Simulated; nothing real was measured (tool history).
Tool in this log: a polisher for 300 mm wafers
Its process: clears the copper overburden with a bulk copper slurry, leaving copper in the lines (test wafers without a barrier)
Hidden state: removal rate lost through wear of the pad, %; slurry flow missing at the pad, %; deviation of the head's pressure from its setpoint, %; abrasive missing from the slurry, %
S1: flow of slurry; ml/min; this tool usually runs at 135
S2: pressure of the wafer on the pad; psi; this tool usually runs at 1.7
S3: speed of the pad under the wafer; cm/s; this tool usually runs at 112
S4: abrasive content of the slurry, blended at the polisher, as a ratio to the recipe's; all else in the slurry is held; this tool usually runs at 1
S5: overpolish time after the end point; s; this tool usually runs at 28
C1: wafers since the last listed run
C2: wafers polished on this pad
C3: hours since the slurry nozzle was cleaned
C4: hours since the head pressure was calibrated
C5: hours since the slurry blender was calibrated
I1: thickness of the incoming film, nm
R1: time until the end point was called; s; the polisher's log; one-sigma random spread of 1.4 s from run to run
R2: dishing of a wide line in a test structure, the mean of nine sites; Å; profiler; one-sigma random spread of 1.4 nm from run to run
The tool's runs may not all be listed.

Run 1, hour 0: usual settings; C1 0; C2 2422; C3 250.4; C4 384.2; C5 211.9; I1 480.6. Result: R1 88.6 s, R2 792 Å.
Run 2, hour 71.2: usual settings but S2 1.6 psi, S5 32 s; C1 556; C2 2978; C3 321.6; C4 455.4; C5 283.1; I1 489.8. Result: R1 91.8 s, R2 842 Å.
Run 3, hour 124.3: usual settings but S2 1.6 psi, S5 32 s; C1 415; C2 3393; C3 374.7; C4 508.5; C5 336.2; I1 480.1. Result: R1 90.9 s, R2 842 Å.
Run 4, hour 166.8: usual settings but S1 160 ml/min, S2 1.2 psi, S3 124 cm/s, S4 1.2; C1 332; C2 3725; C3 417.2; C4 551; C5 378.7; I1 482.7. Result: R1 99.1 s, R2 734 Å.
At hour 190.4: worn pad replaced by a new one.
Run 5, hour 199.1: usual settings; C1 221; C2 68; C3 449.5; C4 583.3; C5 411; I1 484.3. Result: R1 93.5 s, R2 777 Å.
Run 6, hour 242.8: usual settings but S2 2.1 psi; C1 341; C2 409; C3 493.2; C4 627; C5 454.7; I1 485.2. Result: R1 76.9 s, R2 881 Å.
At hour 321: slurry blender recalibrated.
Run 7, hour 325.3: usual settings but S2 1.3 psi; C1 629; C2 1039; C3 575.7; C4 709.5; C5 4.3; I1 487.3. Result: R1 105.1 s, R2 704 Å.
Run 8, hour 382.7: usual settings; C1 448; C2 1487; C3 633.1; C4 766.9; C5 61.7; I1 482.5. Result: R1 85.5 s, R2 796 Å.
Run 9, hour 445.7: usual settings but S2 1.2 psi, S3 100 cm/s, S4 1.1, S5 34 s; C1 492; C2 1980; C3 696.1; C4 829.9; C5 124.7; I1 486.3. Result: R1 124.9 s, R2 701 Å.
At hour 449.8: head pressure recalibrated.
Run 10, hour 498.7: usual settings but S1 170 ml/min; C1 398; C2 2378; C3 749.1; C4 48.9; C5 177.7; I1 484.3. Result: R1 87.4 s, R2 807 Å.
At hour 535.3: slurry nozzle cleaned.
Run 11, hour 541.9: usual settings but S5 41 s; C1 329; C2 2708; C3 6.6; C4 92.1; C5 220.9; I1 487. Result: R1 86.4 s, R2 985 Å.
Run 12, hour 600.6: usual settings; C1 458; C2 3167; C3 65.3; C4 150.8; C5 279.6; I1 486.6. Result: R1 86.9 s, R2 827 Å.
Run 13, hour 646.9: usual settings but S3 82 cm/s; C1 361; C2 3529; C3 111.6; C4 197.1; C5 325.9; I1 490. Result: R1 110.9 s, R2 702 Å.
At hour 676.4: worn pad replaced by a new one.
Run 14, hour 702.4: usual settings; C1 402; C2 202; C3 167.1; C4 252.6; C5 381.4; I1 481. Result: R1 89.4 s, R2 817 Å.
Run 15, hour 765.2: usual settings but S1 115 ml/min, S3 148 cm/s, S4 1.15; C1 490; C2 693; C3 229.9; C4 315.4; C5 444.2; I1 491.4. Result: R1 73.7 s, R2 893 Å.
Run 16, hour 811.6: usual settings but S1 170 ml/min, S2 1.5 psi; C1 362; C2 1056; C3 276.3; C4 361.8; C5 490.6; I1 481.4. Result: R1 92 s, R2 759 Å.

For run 17, what comes out?
At hour 827.3: slurry blender recalibrated.
Run 17, hour 847.8: usual settings but S4 0.8, S5 33 s; C1 267; C2 1323; C3 312.5; C4 398; C5 20.5; I1 478.2. Result: R1 ?, R2 ?.

R1: 85.5 s
R2: 909 Å
Without the tool's hidden state the same run would have given R1 84.1 s, R2 917 Å.

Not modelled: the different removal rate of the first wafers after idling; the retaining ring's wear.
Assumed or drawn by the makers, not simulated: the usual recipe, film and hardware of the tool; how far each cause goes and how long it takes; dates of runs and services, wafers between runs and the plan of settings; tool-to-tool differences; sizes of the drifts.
